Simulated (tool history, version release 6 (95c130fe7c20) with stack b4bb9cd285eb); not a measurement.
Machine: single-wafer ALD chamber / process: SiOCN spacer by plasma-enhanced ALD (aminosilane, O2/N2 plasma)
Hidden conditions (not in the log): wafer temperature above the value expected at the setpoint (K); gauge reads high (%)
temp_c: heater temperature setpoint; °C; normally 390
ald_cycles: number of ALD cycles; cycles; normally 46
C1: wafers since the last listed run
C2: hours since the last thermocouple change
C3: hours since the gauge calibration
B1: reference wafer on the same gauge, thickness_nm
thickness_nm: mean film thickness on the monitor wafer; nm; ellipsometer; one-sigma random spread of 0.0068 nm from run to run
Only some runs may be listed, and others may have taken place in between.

run 1 hour=0 | temp_c=390 ald_cycles=42 | C1=0 C2=1099.7 C3=562.4 | B1=2.727 | thickness_nm=2.466
run 2 hour=68.3 | temp_c=390 ald_cycles=42 | C1=377 C2=1168 C3=630.7 | B1=2.727 | thickness_nm=2.453
run 3 hour=128.3 | temp_c=390 ald_cycles=42 | C1=332 C2=1228 C3=690.7 | B1=2.726 | thickness_nm=2.454
run 4 hour=179.7 | temp_c=397 ald_cycles=41 | C1=284 C2=1279.4 C3=742.1 | B1=2.725 | thickness_nm=2.403
run 5 hour=221 | temp_c=390 ald_cycles=46 | C1=228 C2=1320.7 C3=783.4 | B1=2.722 | thickness_nm=2.7
run 6 hour=251.4 | temp_c=390 ald_cycles=46 | C1=168 C2=1351.1 C3=813.8 | B1=2.722 | thickness_nm=2.69
run 7 hour=306.8 | temp_c=390 ald_cycles=46 | C1=306 C2=1406.5 C3=869.2 | B1=2.722 | thickness_nm=2.683
run 8 hour=368.5 | temp_c=390 ald_cycles=46 | C1=341 C2=1468.2 C3=930.9 | B1=2.72 | thickness_nm=2.705
run 9 hour=428.5 | temp_c=390 ald_cycles=46 | C1=332 C2=1528.2 C3=990.9 | B1=2.72 | thickness_nm=2.701
run 10 hour=468.3 | temp_c=390 ald_cycles=46 | C1=220 C2=1568 C3=1030.7 | B1=2.718 | thickness_nm=2.701
run 11 hour=517.4 | temp_c=401 ald_cycles=46 | C1=271 C2=1617.1 C3=1079.8 | B1=2.717 | thickness_nm=2.688
run 12 hour=578.8 | temp_c=401 ald_cycles=46 | C1=339 C2=1678.5 C3=1141.2 | B1=2.715 | thickness_nm=2.688
run 13 hour=604.8 | temp_c=390 ald_cycles=46 | C1=143 C2=1704.5 C3=1167.2 | B1=2.713 | thickness_nm=2.671
run 14 hour=653.9 | temp_c=390 ald_cycles=46 | C1=271 C2=1753.6 C3=1216.3 | B1=2.713 | thickness_nm=2.68
run 15 hour=712.3 | temp_c=390 ald_cycles=46 | C1=323 C2=1812 C3=1274.7 | B1=2.709 | thickness_nm=2.682
run 16 hour=759.4 | temp_c=390 ald_cycles=46 | C1=260 C2=1859.1 C3=1321.8 | B1=2.708 | thickness_nm=2.681
run 17 hour=799.3 | temp_c=400 ald_cycles=46 | C1=220 C2=1899 C3=1361.7 | B1=2.705 | thickness_nm=2.677
run 18 hour=824.3 | temp_c=390 ald_cycles=46 | C1=138 C2=1924 C3=1386.7 | B1=2.706 | thickness_nm=2.671
run 19 hour=855.4 | temp_c=390 ald_cycles=46 | C1=172 C2=1955.1 C3=1417.8 | B1=2.704 | thickness_nm=2.677
run 20 hour=888.4 | temp_c=390 ald_cycles=46 | C1=182 C2=1988.1 C3=1450.8 | B1=2.705 | thickness_nm=2.682
run 21 hour=929.1 | temp_c=390 ald_cycles=44 | C1=225 C2=2028.8 C3=1491.5 | B1=2.701 | thickness_nm=2.562
run 22 hour=959.5 | temp_c=402 ald_cycles=48 | C1=168 C2=2059.2 C3=1521.9 | B1=2.701 | thickness_nm=2.785
-- hour=1031.5 thermocouple changed; heater temperature recalibrated
run 23 hour=1120.8 | temp_c=394 ald_cycles=46 | C1=848 C2=89.3 C3=1683.2 | B1=2.695 | thickness_nm=2.678
run 24 hour=1191.5 | temp_c=381 ald_cycles=55 | C1=391 C2=160 C3=1753.9 | B1=2.69 | thickness_nm=3.195
run 25 hour=1249.5 | temp_c=399 ald_cycles=38 | C1=320 C2=218 C3=1811.9 | B1=2.688 | thickness_nm=2.194
run 26 hour=1307.8 | temp_c=390 ald_cycles=46 | C1=322 C2=276.3 C3=1870.2 | B1=2.683 | thickness_nm=2.667
-- hour=1340.4 gauge calibrated
run 27 hour=1360 | temp_c=376 ald_cycles=53 | C1=288 C2=328.5 C3=19.6 | B1=2.729 | thickness_nm=3.112
run 28 hour=1388.4 | temp_c=397 ald_cycles=54 | C1=157 C2=356.9 C3=48 | B1=2.728 | thickness_nm=3.176
run 29 hour=1434.5 | temp_c=402 ald_cycles=40 | C1=255 C2=403 C3=94.1 | B1=2.726 | thickness_nm=2.348
run 30 hour=1492.9 | temp_c=390 ald_cycles=50 | C1=323 C2=461.4 C3=152.5 | B1=2.728 | thickness_nm=2.934
run 31 hour=1521.7 | temp_c=390 ald_cycles=46 | C1=159 C2=490.2 C3=181.3 | B1=2.729 | thickness_nm=2.694
run 32 hour=1566.3 | temp_c=377 ald_cycles=50 | C1=246 C2=534.8 C3=225.9 | B1=2.728 | thickness_nm=2.924
run 33 hour=1592.6 | temp_c=381 ald_cycles=53 | C1=145 C2=561.1 C3=252.2 | B1=2.726 | thickness_nm=3.103
run 34 hour=1628.1 | temp_c=395 ald_cycles=46 | C1=196 C2=596.6 C3=287.7 | B1=2.727 | thickness_nm=2.704
run 35 hour=1696.1 | temp_c=390 ald_cycles=46 | C1=376 C2=664.6 C3=355.7 | B1=2.726 | thickness_nm=2.699
run 36 hour=1725.1 | temp_c=390 ald_cycles=46 | C1=160 C2=693.6 C3=384.7 | B1=2.728 | thickness_nm=2.699
run 37 hour=1763.8 | temp_c=390 ald_cycles=46 | C1=214 C2=732.3 C3=423.4 | B1=2.725 | thickness_nm=2.701
run 38 hour=1843.2 | temp_c=390 ald_cycles=46 | C1=439 C2=811.7 C3=502.8 | B1=2.724 | thickness_nm=2.695
run 39 hour=1885.6 | temp_c=403 ald_cycles=39 | C1=234 C2=854.1 C3=545.2 | B1=2.724 | thickness_nm=2.28
run 40 hour=1930.7 | temp_c=384 ald_cycles=52 | C1=249 C2=899.2 C3=590.3 | B1=2.724 | thickness_nm=3.052
run 41 hour=1982.1 | temp_c=402 ald_cycles=41 | C1=284 C2=950.6 C3=641.7 | B1=2.722 | thickness_nm=2.384
run 42 hour=2035.7 | temp_c=394 ald_cycles=54 | C1=296 C2=1004.2 C3=695.3 | B1=2.722 | thickness_nm=3.171
run 43 hour=2107.7 | temp_c=383 ald_cycles=46 | C1=398 C2=1076.2 C3=767.3 | B1=2.72 | thickness_nm=2.686

What if the next run were any one of these 4? Each begins from the tool's condition after run 43:
run A hour=2108.2 | temp_c=390 ald_cycles=46 | C1=2 C2=1076.7 C3=767.8 | B1=? | thickness_nm=?
run B hour=2108.2 | temp_c=395 ald_cycles=39 | C1=2 C2=1076.7 C3=767.8 | B1=? | thickness_nm=?
run C hour=2108.2 | temp_c=383 ald_cycles=54 | C1=2 C2=1076.7 C3=767.8 | B1=? | thickness_nm=?
run D hour=2108.2 | temp_c=390 ald_cycles=52 | C1=2 C2=1076.7 C3=767.8 | B1=? | thickness_nm=?

run=A B1=2.72 thickness_nm=2.693
run=B B1=2.72 thickness_nm=2.283
run=C B1=2.72 thickness_nm=3.161
run=D B1=2.72 thickness_nm=3.044
What these runs would have given with no unlogged condition in the tool:
run=A thickness_nm=2.703
run=B thickness_nm=2.291
run=C thickness_nm=3.173
run=D thickness_nm=3.055

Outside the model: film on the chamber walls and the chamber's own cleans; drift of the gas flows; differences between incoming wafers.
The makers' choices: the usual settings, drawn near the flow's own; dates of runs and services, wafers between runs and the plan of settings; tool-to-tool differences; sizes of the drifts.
